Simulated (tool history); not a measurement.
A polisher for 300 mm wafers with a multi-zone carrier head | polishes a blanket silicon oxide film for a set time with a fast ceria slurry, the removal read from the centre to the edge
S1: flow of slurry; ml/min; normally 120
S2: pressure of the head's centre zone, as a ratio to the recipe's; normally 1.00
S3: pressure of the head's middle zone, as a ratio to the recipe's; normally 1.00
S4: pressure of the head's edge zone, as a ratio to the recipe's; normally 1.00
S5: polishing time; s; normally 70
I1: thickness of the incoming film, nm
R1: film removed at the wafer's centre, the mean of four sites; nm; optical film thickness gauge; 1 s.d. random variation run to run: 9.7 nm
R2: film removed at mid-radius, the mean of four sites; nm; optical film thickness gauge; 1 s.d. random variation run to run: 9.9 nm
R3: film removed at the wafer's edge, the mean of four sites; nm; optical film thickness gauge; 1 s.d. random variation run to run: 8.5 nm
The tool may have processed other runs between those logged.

run 1 hour=0.0 | S1=120 S2=1.00 S3=1.00 S4=1.00 S5=70 | I1=2505.0 | R1=872.3 R2=856.7 R3=881.7
run 2 hour=7.3 | S1=120 S2=1.00 S3=1.00 S4=1.00 S5=70 | I1=2461.4 | R1=862.9 R2=862.3 R3=871.4
run 3 hour=28.0 | S1=145 S2=1.06 S3=1.00 S4=1.00 S5=87 | I1=2431.1 | R1=1189.9 R2=1097.9 R3=1100.2
-- hour=58.5 worn pad replaced by a new one
run 4 hour=63.7 | S1=120 S2=1.00 S3=1.00 S4=1.00 S5=70 | I1=2444.6 | R1=929.9 R2=925.6 R3=929.2
run 5 hour=71.9 | S1=120 S2=1.00 S3=1.08 S4=1.10 S5=70 | I1=2447.3 | R1=917.1 R2=971.2 R3=957.8
-- hour=83.7 centre zone pressure recalibrated
run 6 hour=84.5 | S1=145 S2=1.00 S3=1.00 S4=1.00 S5=81 | I1=2486.9 | R1=1082.7 R2=1079.8 R3=1079.5
-- hour=110.7 edge zone pressure recalibrated
run 7 hour=111.2 | S1=100 S2=1.10 S3=1.04 S4=1.06 S5=70 | I1=2474.2 | R1=917.4 R2=870.7 R3=869.0
-- hour=113.0 slurry nozzle cleaned
run 8 hour=125.3 | S1=120 S2=1.00 S3=1.00 S4=0.89 S5=56 | I1=2416.1 | R1=752.2 R2=750.2 R3=713.9
run 9 hour=132.5 | S1=95 S2=1.00 S3=1.00 S4=0.96 S5=88 | I1=2462.8 | R1=1150.8 R2=1134.9 R3=1114.0
run 10 hour=141.6 | S1=80 S2=1.12 S3=1.09 S4=1.00 S5=70 | I1=2441.6 | R1=971.1 R2=929.7 R3=882.4
run 11 hour=155.4 | S1=120 S2=1.00 S3=1.00 S4=1.00 S5=58 | I1=2453.7 | R1=771.5 R2=757.4 R3=758.2
-- hour=173.9 worn pad replaced by a new one
run 12 hour=174.4 | S1=80 S2=1.12 S3=1.09 S4=1.00 S5=70 | I1=2495.0 | R1=1045.8 R2=1003.4 R3=942.5
run 13 hour=178.6 | S1=120 S2=0.94 S3=0.90 S4=1.00 S5=88 | I1=2481.7 | R1=1191.9 R2=1126.9 R3=1233.5
run 14 hour=190.9 | S1=120 S2=0.93 S3=1.00 S4=0.95 S5=70 | I1=2490.6 | R1=912.8 R2=982.6 R3=935.7
run 15 hour=207.3 | S1=120 S2=1.00 S3=1.00 S4=1.00 S5=70 | I1=2507.4 | R1=973.1 R2=949.9 R3=952.9
run 16 hour=217.7 | S1=120 S2=1.00 S3=1.00 S4=1.00 S5=70 | I1=2521.1 | R1=953.4 R2=927.3 R3=949.9
run 17 hour=229.9 | S1=120 S2=1.00 S3=1.00 S4=0.93 S5=70 | I1=2462.7 | R1=931.6 R2=941.9 R3=901.4
run 18 hour=257.0 | S1=120 S2=1.09 S3=1.00 S4=1.00 S5=87 | I1=2465.4 | R1=1254.5 R2=1147.8 R3=1141.1
run 19 hour=266.1 | S1=120 S2=1.00 S3=1.00 S4=0.94 S5=70 | I1=2456.9 | R1=920.4 R2=905.6 R3=884.0
run 20 hour=277.6 | S1=135 S2=0.92 S3=1.00 S4=1.00 S5=70 | I1=2487.0 | R1=868.0 R2=924.8 R3=929.1
run 21 hour=289.3 | S1=100 S2=1.10 S3=1.04 S4=1.06 S5=70 | I1=2444.9 | R1=985.0 R2=908.7 R3=906.8

Run by run, hidden condition taken away, random variation retained:
The hidden state here: removal rate lost through wear of the pad, %; slurry flow missing at the pad, %; deviation of the centre zone's pressure from its setpoint, %; deviation of the edge zone's pressure from its setpoint, %.
run=1 R1=1034.1 R2=1004.8 R3=1010.3
run=2 R1=1027.9 R2=1016.0 R3=1002.7
run=3 R1=1418.1 R2=1295.8 R3=1271.5
run=4 R1=1041.5 R2=1023.8 R3=1000.4
run=5 R1=1043.4 R2=1091.0 R3=1046.8
run=6 R1=1241.2 R2=1224.3 R3=1195.1
run=7 R1=1109.3 R2=1035.7 R3=998.4
run=8 R1=822.8 R2=819.4 R3=777.3
run=9 R1=1265.8 R2=1246.1 R3=1218.2
run=10 R1=1074.5 R2=1026.2 R3=969.3
run=11 R1=854.8 R2=837.7 R3=835.2
run=12 R1=1073.6 R2=1026.9 R3=958.3
run=13 R1=1228.4 R2=1158.9 R3=1262.3
run=14 R1=961.5 R2=1032.5 R3=978.0
run=15 R1=1047.3 R2=1019.5 R3=1016.7
run=16 R1=1036.7 R2=1005.4 R3=1023.5
run=17 R1=1022.7 R2=1030.9 R3=979.9
run=18 R1=1397.7 R2=1274.3 R3=1257.2
run=19 R1=1029.2 R2=1008.9 R3=976.9
run=20 R1=972.1 R2=1032.1 R3=1029.0
run=21 R1=1113.9 R2=1022.7 R3=1010.1

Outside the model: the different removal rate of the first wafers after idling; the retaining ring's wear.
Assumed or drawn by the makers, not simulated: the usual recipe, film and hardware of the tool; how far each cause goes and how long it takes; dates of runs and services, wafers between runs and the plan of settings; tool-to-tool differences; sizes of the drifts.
